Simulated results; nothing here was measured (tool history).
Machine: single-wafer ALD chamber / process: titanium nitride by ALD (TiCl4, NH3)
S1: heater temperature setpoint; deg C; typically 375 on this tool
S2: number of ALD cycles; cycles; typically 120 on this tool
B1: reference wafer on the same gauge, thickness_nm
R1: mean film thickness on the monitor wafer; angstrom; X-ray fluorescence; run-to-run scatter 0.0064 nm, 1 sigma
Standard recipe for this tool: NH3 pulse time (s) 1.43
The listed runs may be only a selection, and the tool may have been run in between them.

Run 1, hour 0.0: usual settings but NH3 pulse time (s) 1.85; B1 2.809. Result: R1 26.28 angstrom.
Run 2, hour 47.0: usual settings but S2 133 cycles, NH3 pulse time (s) 1.06; B1 2.811. Result: R1 27.07 angstrom.
Run 3, hour 71.4: usual settings; B1 2.809. Result: R1 25.58 angstrom.
Run 4, hour 127.6: usual settings; B1 2.810. Result: R1 25.62 angstrom.
Run 5, hour 175.0: usual settings; B1 2.809. Result: R1 25.62 angstrom.
Run 6, hour 219.5: usual settings but S1 385 deg C; B1 2.808. Result: R1 26.09 angstrom.
Run 7, hour 288.6: usual settings; B1 2.808. Result: R1 25.59 angstrom.
Run 8, hour 328.3: usual settings; B1 2.812. Result: R1 25.56 angstrom.
Run 9, hour 370.7: usual settings; B1 2.809. Result: R1 25.70 angstrom.
Run 10, hour 428.0: usual settings; B1 2.810. Result: R1 25.66 angstrom.
Run 11, hour 459.5: usual settings; B1 2.810. Result: R1 25.78 angstrom.
At hour 483.6: showerhead replaced.
Run 12, hour 492.4: usual settings but NH3 pulse time (s) 1.85; B1 2.808. Result: R1 26.37 angstrom.
Run 13, hour 531.3: usual settings but S1 368 deg C, S2 106 cycles, NH3 pulse time (s) 1.13; B1 2.810. Result: R1 21.39 angstrom.
Run 14, hour 593.8: usual settings but NH3 pulse time (s) 1.97; B1 2.812. Result: R1 26.39 angstrom.
At hour 655.3: thermocouple changed; heater temperature recalibrated.
Run 15, hour 663.6: usual settings; B1 2.813. Result: R1 25.70 angstrom.
Run 16, hour 726.9: usual settings but S2 100 cycles; B1 2.808. Result: R1 21.34 angstrom.
Run 17, hour 793.3: usual settings but NH3 pulse time (s) 1.08; B1 2.812. Result: R1 24.60 angstrom.
Run 18, hour 858.3: usual settings but S2 100 cycles; B1 2.811. Result: R1 21.39 angstrom.
At hour 873.5: gauge calibrated.
Run 19, hour 898.6: usual settings but S1 380 deg C, NH3 pulse time (s) 1.63; B1 2.809. Result: R1 26.24 angstrom.
Run 20, hour 953.7: usual settings but S1 362 deg C, NH3 pulse time (s) 0.97; B1 2.810. Result: R1 22.70 angstrom.
Run 21, hour 1009.2: usual settings but S2 113 cycles, NH3 pulse time (s) 0.89; B1 2.809. Result: R1 22.16 angstrom.
Run 22, hour 1075.3: usual settings but NH3 pulse time (s) 1.73; B1 2.811. Result: R1 26.15 angstrom.
Run 23, hour 1116.2: usual settings but S2 100 cycles; B1 2.812. Result: R1 21.35 angstrom.

Alternative continuations, all from the tool just after run 23; predict every row:
Run A, hour 1116.8: usual settings; B1 ?. Result: R1 ?.
Run B, hour 1116.8: usual settings but S1 369 deg C, NH3 pulse time (s) 0.92; B1 ?. Result: R1 ?.
Run C, hour 1116.8: usual settings but S1 387 deg C, NH3 pulse time (s) 1.08; B1 ?. Result: R1 ?.

run     B1     R1
  A  2.810  25.69
  B  2.810  23.08
  C  2.810  25.28
Stripped of hidden state, with their random variation kept, the same runs would have yielded:
run     R1
  A  25.69
  B  23.08
  C  25.28

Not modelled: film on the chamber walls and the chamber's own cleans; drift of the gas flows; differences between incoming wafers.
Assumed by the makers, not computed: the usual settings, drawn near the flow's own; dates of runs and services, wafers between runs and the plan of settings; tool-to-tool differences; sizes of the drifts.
